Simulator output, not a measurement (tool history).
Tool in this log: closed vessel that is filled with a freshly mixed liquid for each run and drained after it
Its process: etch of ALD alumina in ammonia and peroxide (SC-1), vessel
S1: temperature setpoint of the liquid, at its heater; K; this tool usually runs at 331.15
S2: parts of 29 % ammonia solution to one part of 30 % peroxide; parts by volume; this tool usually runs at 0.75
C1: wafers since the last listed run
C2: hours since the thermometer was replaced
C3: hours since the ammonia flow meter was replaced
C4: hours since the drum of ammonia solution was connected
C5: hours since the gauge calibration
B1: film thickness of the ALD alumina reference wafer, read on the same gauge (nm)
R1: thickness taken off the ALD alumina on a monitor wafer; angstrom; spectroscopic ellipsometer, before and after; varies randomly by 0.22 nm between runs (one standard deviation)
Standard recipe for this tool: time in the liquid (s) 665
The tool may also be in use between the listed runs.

Run 1, hour 0: usual settings; C1 0; C2 1225.3; C3 869; C4 197.9; C5 214.5; B1 60.01. Result: R1 518.8 angstrom.
Run 2, hour 29: usual settings; C1 1979; C2 1254.3; C3 898; C4 226.9; C5 243.5; B1 60. Result: R1 519.1 angstrom.
Run 3, hour 56.6: usual settings; C1 1884; C2 1281.9; C3 925.6; C4 254.5; C5 271.1; B1 60. Result: R1 517.9 angstrom.
Run 4, hour 76.4: usual settings; C1 1351; C2 1301.7; C3 945.4; C4 274.3; C5 290.9; B1 60. Result: R1 518.1 angstrom.
Run 5, hour 100.1: usual settings; C1 1617; C2 1325.4; C3 969.1; C4 298; C5 314.6; B1 60.02. Result: R1 521 angstrom.
Run 6, hour 134.1: usual settings; C1 2321; C2 1359.4; C3 1003.1; C4 332; C5 348.6; B1 59.99. Result: R1 525.9 angstrom.
Run 7, hour 150.8: usual settings; C1 1140; C2 1376.1; C3 1019.8; C4 348.7; C5 365.3; B1 60.02. Result: R1 517.6 angstrom.
Run 8, hour 171.6: usual settings; C1 1419; C2 1396.9; C3 1040.6; C4 369.5; C5 386.1; B1 60. Result: R1 524.6 angstrom.
Run 9, hour 203.3: usual settings but S2 0.85 parts by volume; C1 2164; C2 1428.6; C3 1072.3; C4 401.2; C5 417.8; B1 60.01. Result: R1 526.9 angstrom.
Run 10, hour 276.6: usual settings; C1 5004; C2 1501.9; C3 1145.6; C4 474.5; C5 491.1; B1 60. Result: R1 524.7 angstrom.
Run 11, hour 303.4: usual settings; C1 1829; C2 1528.7; C3 1172.4; C4 501.3; C5 517.9; B1 59.98. Result: R1 521.1 angstrom.
Run 12, hour 319.1: usual settings; C1 1071; C2 1544.4; C3 1188.1; C4 517; C5 533.6; B1 60.02. Result: R1 523.3 angstrom.
Run 13, hour 346.6: usual settings; C1 1877; C2 1571.9; C3 1215.6; C4 544.5; C5 561.1; B1 59.99. Result: R1 525.8 angstrom.
At hour 357.5: ammonia flow meter replaced.
Run 14, hour 374.7: usual settings but S1 334.65 K; C1 1850; C2 1600; C3 17.2; C4 572.6; C5 589.2; B1 59.99. Result: R1 625.5 angstrom.
Run 15, hour 399.4: usual settings but S2 0.85 parts by volume; C1 1686; C2 1624.7; C3 41.9; C4 597.3; C5 613.9; B1 60.01. Result: R1 533.1 angstrom.
At hour 422.8: new drum of ammonia solution connected.
Run 16, hour 432.3: usual settings; C1 2177; C2 1657.6; C3 74.8; C4 9.5; C5 646.8; B1 59.97. Result: R1 520.8 angstrom.
At hour 463.8: gauge calibrated.
Run 17, hour 464.4: usual settings but S1 333.65 K, S2 0.4 parts by volume, time in the liquid (s) 815; C1 2191; C2 1689.7; C3 106.9; C4 41.6; C5 0.6; B1 60.01. Result: R1 692.3 angstrom.
Run 18, hour 494: usual settings but S2 1.15 parts by volume, time in the liquid (s) 495; C1 2020; C2 1719.3; C3 136.5; C4 71.2; C5 30.2; B1 59.98. Result: R1 408.9 angstrom.
Run 19, hour 525.8: usual settings; C1 2170; C2 1751.1; C3 168.3; C4 103; C5 62; B1 59.99. Result: R1 530.3 angstrom.
At hour 541.4: thermometer replaced.
Run 20, hour 541.9: usual settings but S1 334.65 K, S2 0.6 parts by volume; C1 1030; C2 0.5; C3 184.4; C4 119.1; C5 78.1; B1 59.99. Result: R1 651.1 angstrom.
Run 21, hour 567.3: usual settings but S1 338.65 K, S2 0.5 parts by volume, time in the liquid (s) 875; C1 1733; C2 25.9; C3 209.8; C4 144.5; C5 103.5; B1 60.03. Result: R1 1029.4 angstrom.
Run 22, hour 599.2: usual settings; C1 2177; C2 57.8; C3 241.7; C4 176.4; C5 135.4; B1 60.02. Result: R1 559.9 angstrom.
Run 23, hour 622.4: usual settings but S2 0.65 parts by volume; C1 1583; C2 81; C3 264.9; C4 199.6; C5 158.6; B1 60.03. Result: R1 556.1 angstrom.
Run 24, hour 642.6: usual settings but S1 322.65 K; C1 1379; C2 101.2; C3 285.1; C4 219.8; C5 178.8; B1 59.98. Result: R1 359.6 angstrom.
Run 25, hour 664.3: usual settings; C1 1481; C2 122.9; C3 306.8; C4 241.5; C5 200.5; B1 60.01. Result: R1 559.5 angstrom.
At hour 666.2: thermometer replaced, repeated, since the last time left the tool worse.
Run 26, hour 697.5: usual settings but S1 322.65 K, time in the liquid (s) 405; C1 2198; C2 31.3; C3 340; C4 274.7; C5 233.7; B1 60. Result: R1 191.5 angstrom.
Run 27, hour 731.1: usual settings but S1 340.65 K, S2 0.85 parts by volume, time in the liquid (s) 565; C1 2293; C2 64.9; C3 373.6; C4 308.3; C5 267.3; B1 59.98. Result: R1 687.1 angstrom.
Run 28, hour 749.6: usual settings but S2 1.05 parts by volume; C1 1262; C2 83.4; C3 392.1; C4 326.8; C5 285.8; B1 60. Result: R1 513.7 angstrom.
Run 29, hour 783.2: usual settings; C1 2293; C2 117; C3 425.7; C4 360.4; C5 319.4; B1 60.02. Result: R1 496.5 angstrom.

3 ways to go on from here, each from the tool as it stands after run 29. What would each give?
Run A, hour 784: usual settings but time in the liquid (s) 480; C1 54; C2 117.8; C3 426.5; C4 361.2; C5 320.2; B1 ?. Result: R1 ?.
Run B, hour 784: usual settings but S2 0.95 parts by volume; C1 54; C2 117.8; C3 426.5; C4 361.2; C5 320.2; B1 ?. Result: R1 ?.
Run C, hour 784: usual settings but S1 335.15 K, time in the liquid (s) 370; C1 54; C2 117.8; C3 426.5; C4 361.2; C5 320.2; B1 ?. Result: R1 ?.

run     B1     R1
  A  59.99  355.1
  B  59.99  503.1
  C  59.99  336.1
Without the tool's hidden state the same runs would have given:
run     R1
  A  353.1
  B  500.3
  C  334.2

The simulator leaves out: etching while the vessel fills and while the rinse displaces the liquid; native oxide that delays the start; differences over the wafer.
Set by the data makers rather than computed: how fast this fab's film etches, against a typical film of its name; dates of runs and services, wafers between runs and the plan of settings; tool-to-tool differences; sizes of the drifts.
